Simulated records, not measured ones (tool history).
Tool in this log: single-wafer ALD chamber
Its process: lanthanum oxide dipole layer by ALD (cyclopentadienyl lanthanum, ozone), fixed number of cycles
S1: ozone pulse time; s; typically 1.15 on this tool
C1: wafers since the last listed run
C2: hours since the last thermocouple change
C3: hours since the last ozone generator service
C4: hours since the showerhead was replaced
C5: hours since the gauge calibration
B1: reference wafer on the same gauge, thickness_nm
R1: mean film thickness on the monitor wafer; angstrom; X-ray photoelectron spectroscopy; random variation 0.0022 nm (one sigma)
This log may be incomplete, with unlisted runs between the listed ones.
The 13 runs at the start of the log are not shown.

{"run": 14, "hour": 1087.8, "S1": 1.03, "C1": 1224, "C2": 407.6, "C3": 219.4, "C4": 3275.2, "C5": 2657.4, "B1": 0.538, "R1": 5.38}
{"run": 15, "hour": 1166.5, "S1": 1.03, "C1": 1974, "C2": 486.3, "C3": 298.1, "C4": 3353.9, "C5": 2736.1, "B1": 0.538, "R1": 5.4}
{"run": 16, "hour": 1222.1, "S1": 1.15, "C1": 1394, "C2": 541.9, "C3": 353.7, "C4": 3409.5, "C5": 2791.7, "B1": 0.538, "R1": 5.54}
{"hour": 1254.8, "done": "gauge calibrated"}
{"run": 17, "hour": 1288.1, "S1": 1.15, "C1": 1655, "C2": 607.9, "C3": 419.7, "C4": 3475.5, "C5": 33.3, "B1": 0.538, "R1": 5.49}
{"run": 18, "hour": 1359.8, "S1": 1.37, "C1": 1798, "C2": 679.6, "C3": 491.4, "C4": 3547.2, "C5": 105, "B1": 0.538, "R1": 5.7}
{"run": 19, "hour": 1440.1, "S1": 0.86, "C1": 2014, "C2": 759.9, "C3": 571.7, "C4": 3627.5, "C5": 185.3, "B1": 0.537, "R1": 5.1}
{"run": 20, "hour": 1507.7, "S1": 1.15, "C1": 1695, "C2": 827.5, "C3": 639.3, "C4": 3695.1, "C5": 252.9, "B1": 0.538, "R1": 5.47}
{"run": 21, "hour": 1547.4, "S1": 0.8, "C1": 995, "C2": 867.2, "C3": 679, "C4": 3734.8, "C5": 292.6, "B1": 0.538, "R1": 4.99}
{"run": 22, "hour": 1649.2, "S1": 1.15, "C1": 2553, "C2": 969, "C3": 780.8, "C4": 3836.6, "C5": 394.4, "B1": 0.538, "R1": 5.39}

Forecast run 23:
{"run": 23, "hour": 1693.6, "S1": 0.76, "C1": 1113, "C2": 1013.4, "C3": 825.2, "C4": 3881, "C5": 438.8, "B1": "?", "R1": "?"}

{"run 23": {"B1": 0.538, "R1": 4.87}}
Minus the tool's unlogged condition, the same run would have read R1 5.03 angstrom.

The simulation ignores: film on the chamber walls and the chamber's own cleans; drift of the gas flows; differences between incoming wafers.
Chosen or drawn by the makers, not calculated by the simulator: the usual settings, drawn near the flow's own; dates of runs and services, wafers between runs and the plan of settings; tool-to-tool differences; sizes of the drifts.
